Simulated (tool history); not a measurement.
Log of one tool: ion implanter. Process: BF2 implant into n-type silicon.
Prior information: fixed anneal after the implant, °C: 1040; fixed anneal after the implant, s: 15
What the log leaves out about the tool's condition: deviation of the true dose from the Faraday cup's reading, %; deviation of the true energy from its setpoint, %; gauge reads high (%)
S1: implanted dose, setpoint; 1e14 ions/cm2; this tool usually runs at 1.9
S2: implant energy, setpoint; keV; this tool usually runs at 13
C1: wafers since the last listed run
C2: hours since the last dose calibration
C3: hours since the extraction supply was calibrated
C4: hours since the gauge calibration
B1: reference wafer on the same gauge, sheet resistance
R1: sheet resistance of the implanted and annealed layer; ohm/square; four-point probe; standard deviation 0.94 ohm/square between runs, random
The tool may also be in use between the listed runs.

run   hour    S1    S2   C1      C2      C3     C4      B1      R1
  1      0   2.1   9.5    0  1438.6  2928.4  135.3  568.72  571.15
  2   17.9   1.9  11.5  256  1456.5  2946.3  153.2  569.02  607.04
  3   30.1   1.9  11.5  174  1468.7  2958.5  165.4  569.08  607.34
  4   41.8   1.9  11.5  167  1480.4  2970.2  177.1  568.72  606.45
  5   51.6   1.9   9.5  140  1490.2    2980  186.9  569.17  621.08
  6   67.4   1.9    13  226    1506  2995.8  202.7  569.19  599.77
      78.3  -- Faraday cup replaced and dose calibrated
  7   79.9   1.9    13   64     1.6  3008.3  215.2  569.22  627.43
  8  112.9   1.9    13  472    34.6  3041.3  248.2  569.02  628.38
  9  121.8   1.9    13  127    43.5  3050.2  257.1  569.17  629.76
     130.9  -- gauge calibrated
     135.3  -- extraction supply calibrated
 10  144.8   1.9  11.5  214    66.5     9.5   13.9  568.95  634.42
 11  160.7  1.35    12  227    82.4    25.4   29.8  568.92  855.66
 12  168.7  2.23    10  114    90.4    33.4   37.8  568.96  560.51
 13  183.6  2.07    13  213   105.3    48.3   52.7  568.79  580.93
 14  196.8   1.9    15  188   118.5    61.5   65.9   568.8  618.37
 15  210.3   1.9    13  193     132      75   79.4  569.04  626.04
 16  221.1  1.36    13  154   142.8    85.8   90.2  569.17  837.32
 17  229.4   1.9    13  118   151.1    94.1   98.5  569.23  626.02
 18    244  2.09    13  208   165.7   108.7  113.1  569.17  575.95

Predict each of these 4 candidate next runs independently; none follows another, all start after run 18:
  A  244.4   1.9  13   5  166.1  109.1  113.5   ?   ?
  B  244.4  1.75  15   5  166.1  109.1  113.5   ?   ?
  C  244.4  2.35  10   5  166.1  109.1  113.5   ?   ?
  D  244.4  1.63   9   5  166.1  109.1  113.5   ?   ?

run      B1      R1
  A  569.15   624.8
  B  569.15  661.36
  C  569.15  535.01
  D  569.15  745.11
Had the tool no hidden state, the same runs would have come out as:
run      R1
  A  626.76
  B  663.42
  C  536.63
  D   747.5
